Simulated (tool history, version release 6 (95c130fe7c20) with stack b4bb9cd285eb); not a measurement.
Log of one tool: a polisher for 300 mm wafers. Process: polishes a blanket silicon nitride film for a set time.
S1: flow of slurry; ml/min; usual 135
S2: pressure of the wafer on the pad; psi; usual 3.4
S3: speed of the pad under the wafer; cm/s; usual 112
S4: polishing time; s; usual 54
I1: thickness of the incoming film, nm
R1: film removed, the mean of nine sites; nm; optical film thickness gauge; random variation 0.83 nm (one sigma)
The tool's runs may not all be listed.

run      day   S1   S2   S3  S4     I1     R1
  1    0.000  155  3.4   90  54  461.1   84.7
       2.612  -- slurry nozzle cleaned
  2    2.650  135  3.4  112  54  464.2   91.7
  3    6.567  135  3.4  112  54  457.8   90.7
  4    8.150  135  3.4  112  54  465.8   89.0
       9.521  -- worn pad replaced by a new one
  5   12.575  165  3.4  112  54  461.6  103.4
  6   16.900  165  3.4  112  54  462.9  104.3
      19.638  -- head pressure recalibrated
  7   19.750  135  3.4   96  68  464.7  117.4
  8   22.688  135  3.4   96  68  457.8  115.1
  9   25.050  135  3.4   96  68  454.8  114.5
 10   27.012  135  3.4  112  54  464.6   97.8
 11   28.642  135  3.4  112  54  454.8   98.0
 12   31.062  135  3.4  112  54  462.9   96.7
      33.496  -- slurry nozzle cleaned
 13   34.479  155  2.8  112  54  461.5   82.9
 14   38.038  135  3.4  112  54  460.9   91.8
 15   39.867  100  3.4  148  36  465.1   67.1
      43.462  -- worn pad replaced by a new one
 16   43.754  135  3.4  112  54  453.5  101.0
 17   52.325  110  4.5   80  65  462.4  120.5
      54.779  -- head pressure recalibrated
 18   55.967  135  3.4  112  64  458.0  118.2
      62.317  -- slurry nozzle cleaned
 19   66.238  110  3.4  100  54  456.6   87.2
 20   69.675  135  3.4  112  54  459.0   95.2
 21   72.129  160  3.4  112  54  452.2   95.0
      74.021  -- worn pad replaced by a new one
 22   75.238  135  3.4  112  54  456.0  101.3
 23   77.779  135  4.4  112  35  451.6   81.0
 24   81.233  135  3.4   76  54  464.2   82.2
 25   84.442  165  2.8  138  54  463.0   99.0
 26   88.358  135  4.6  126  54  464.7  133.5
      89.825  -- head pressure recalibrated
 27   91.338  155  4.0  112  54  457.0  113.5
 28   95.688  170  2.7  112  54  457.8   83.3
      98.879  -- slurry nozzle cleaned
 29   99.108  135  3.4  146  54  456.8  107.6
 30  103.254  135  3.4  112  54  451.3   91.7
 31  104.838  135  3.4  100  54  454.1   85.6
     105.704  -- worn pad replaced by a new one
 32  107.875  135  3.4  112  54  463.8  103.2
 33  111.204  175  3.4  148  71  465.7  163.9
 34  114.067  135  3.4  112  54  463.6  101.6
 35  117.138  105  3.4  112  54  467.4   96.1
     118.479  -- head pressure recalibrated
 36  125.250  135  3.1   72  54  462.6   72.4

Some steps in R1 between neighbouring runs. How much of each would the tool show without its hidden state too (settings, what came in, random variation), and how much is left for the hidden state, with any gauge scatter that isn't in both results?
The hidden state here: removal rate lost through wear of the pad, %; slurry flow missing at the pad, %; deviation of the head's pressure from its setpoint, %.
Run 4 -> 5: S1 135 -> 165, worn pad replaced by a new one. R1 +14.4 nm: hidden state +13.2, all else +1.2.
Run 21 -> 22: S1 160 -> 135, worn pad replaced by a new one. R1 +6.3 nm: hidden state +7.9, all else -1.6.
Run 25 -> 26: S1 165 -> 135, S2 2.8 -> 4.6, S3 138 -> 126. R1 +34.5 nm: hidden state -2.4, all else +36.9.
Run 31 -> 32: S3 100 -> 112, worn pad replaced by a new one. R1 +17.6 nm: hidden state +10.7, all else +6.9.
Run 32 -> 33: S1 135 -> 175, S3 112 -> 148, S4 54 -> 71. R1 +60.7 nm: hidden state -0.5, all else +61.2.
Run 33 -> 34: S1 175 -> 135, S3 148 -> 112, S4 71 -> 54. R1 -62.3 nm: hidden state -0.2, all else -62.1.

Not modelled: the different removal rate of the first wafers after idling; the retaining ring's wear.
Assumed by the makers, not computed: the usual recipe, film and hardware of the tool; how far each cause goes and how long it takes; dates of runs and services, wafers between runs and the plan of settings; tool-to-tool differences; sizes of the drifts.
